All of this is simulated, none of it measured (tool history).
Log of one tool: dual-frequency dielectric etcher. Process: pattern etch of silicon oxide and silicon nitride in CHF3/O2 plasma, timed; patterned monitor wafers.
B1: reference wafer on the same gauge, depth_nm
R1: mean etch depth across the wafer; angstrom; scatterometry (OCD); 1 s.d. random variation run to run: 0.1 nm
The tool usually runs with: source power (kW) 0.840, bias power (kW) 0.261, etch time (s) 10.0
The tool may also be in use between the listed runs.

Run 1, hour 0.0: usual settings but etch time (s) 11.0; B1 17.38. Result: R1 215.4 angstrom.
Run 2, hour 14.6: usual settings but source power (kW) 0.910, bias power (kW) 0.304; B1 17.39. Result: R1 206.7 angstrom.
Run 3, hour 27.9: usual settings but source power (kW) 0.910, bias power (kW) 0.304; B1 17.39. Result: R1 207.3 angstrom.
Run 4, hour 56.5: usual settings but source power (kW) 0.910, bias power (kW) 0.304; B1 17.42. Result: R1 207.6 angstrom.
Run 5, hour 80.1: usual settings; B1 17.43. Result: R1 196.9 angstrom.
Run 6, hour 128.0: usual settings; B1 17.38. Result: R1 196.9 angstrom.
Run 7, hour 140.2: usual settings; B1 17.39. Result: R1 197.5 angstrom.
Run 8, hour 169.2: usual settings; B1 17.36. Result: R1 198.9 angstrom.
Run 9, hour 194.8: usual settings; B1 17.39. Result: R1 197.3 angstrom.
Run 10, hour 223.4: usual settings; B1 17.42. Result: R1 199.8 angstrom.
At hour 254.5: bias power generator calibrated.
Run 11, hour 255.0: usual settings; B1 17.44. Result: R1 199.8 angstrom.
Run 12, hour 266.4: usual settings; B1 17.39. Result: R1 200.2 angstrom.
At hour 293.9: source power generator calibrated.
At hour 296.6: wet clean of the chamber.
Run 13, hour 297.2: usual settings but etch time (s) 11.5; B1 17.37. Result: R1 233.1 angstrom.
At hour 307.0: gauge calibrated.
Run 14, hour 317.1: usual settings but bias power (kW) 0.312; B1 17.43. Result: R1 211.6 angstrom.
Run 15, hour 333.8: usual settings but bias power (kW) 0.312; B1 17.39. Result: R1 211.5 angstrom.
Run 16, hour 363.3: usual settings but source power (kW) 0.950, bias power (kW) 0.227, etch time (s) 9.0; B1 17.41. Result: R1 187.9 angstrom.
At hour 395.6: wet clean of the chamber, repeated, since the last time left the tool worse.
At hour 421.3: upper electrode replaced.
Run 17, hour 421.8: usual settings but source power (kW) 1.010, bias power (kW) 0.287; B1 17.37. Result: R1 212.1 angstrom.
Run 18, hour 430.0: usual settings but source power (kW) 0.940, etch time (s) 12.5; B1 17.44. Result: R1 253.8 angstrom.
Run 19, hour 446.8: usual settings; B1 17.39. Result: R1 192.1 angstrom.
Run 20, hour 462.0: usual settings but source power (kW) 0.750, bias power (kW) 0.226, etch time (s) 11.0; B1 17.39. Result: R1 200.1 angstrom.
Run 21, hour 495.3: usual settings; B1 17.40. Result: R1 194.3 angstrom.
Run 22, hour 517.4: usual settings but source power (kW) 0.670, bias power (kW) 0.224, etch time (s) 7.5; B1 17.41. Result: R1 131.1 angstrom.
Run 23, hour 535.3: usual settings; B1 17.45. Result: R1 195.8 angstrom.
Run 24, hour 566.2: usual settings but etch time (s) 11.5; B1 17.41. Result: R1 225.2 angstrom.
Run 25, hour 599.9: usual settings but source power (kW) 1.000, bias power (kW) 0.323; B1 17.39. Result: R1 219.6 angstrom.
Run 26, hour 631.1: usual settings but source power (kW) 0.930, bias power (kW) 0.202; B1 17.38. Result: R1 194.5 angstrom.
Run 27, hour 647.4: usual settings but source power (kW) 0.940, bias power (kW) 0.205, etch time (s) 11.5; B1 17.40. Result: R1 227.2 angstrom.
Run 28, hour 675.6: usual settings but source power (kW) 1.010, bias power (kW) 0.203, etch time (s) 9.0; B1 17.41. Result: R1 181.5 angstrom.
Run 29, hour 700.3: usual settings but source power (kW) 0.910, bias power (kW) 0.200; B1 17.42. Result: R1 195.1 angstrom.
Run 30, hour 719.4: usual settings; B1 17.41. Result: R1 197.9 angstrom.

Pick out some run-to-run changes in R1. Of each, how much would a tool without hidden state show as well, from the settings, what came in and chance, and how much is left for the hidden state and any gauge scatter not in both results compared?
Hidden state at play: etch rate over this chamber's usual, %; source power that arrives over what is set, %; bias power that arrives over what is set, %; gauge reads high (%).
Run 12 -> 13: etch time (s) 10.0 -> 11.5, source power generator calibrated, wet clean of the chamber. R1 +32.9 angstrom: hidden state +7.2, all else +25.7.
Run 15 -> 16: source power (kW) 0.840 -> 0.950, bias power (kW) 0.312 -> 0.227, etch time (s) 10.0 -> 9.0. R1 -23.6 angstrom: hidden state -1.2, all else -22.4.
Run 16 -> 17: source power (kW) 0.950 -> 1.010, bias power (kW) 0.227 -> 0.287, etch time (s) 9.0 -> 10.0, wet clean of the chamber, repeated, since the last time left the tool worse, upper electrode replaced. R1 +24.2 angstrom: hidden state -10.3, all else +34.5.
Run 18 -> 19: source power (kW) 0.940 -> 0.840, etch time (s) 12.5 -> 10.0. R1 -61.7 angstrom: hidden state -0.2, all else -61.5.
Run 21 -> 22: source power (kW) 0.840 -> 0.670, bias power (kW) 0.261 -> 0.224, etch time (s) 10.0 -> 7.5. R1 -63.2 angstrom: hidden state -0.5, all else -62.7.
Run 22 -> 23: source power (kW) 0.670 -> 0.840, bias power (kW) 0.224 -> 0.261, etch time (s) 7.5 -> 10.0. R1 +64.7 angstrom: hidden state +1.1, all else +63.6.
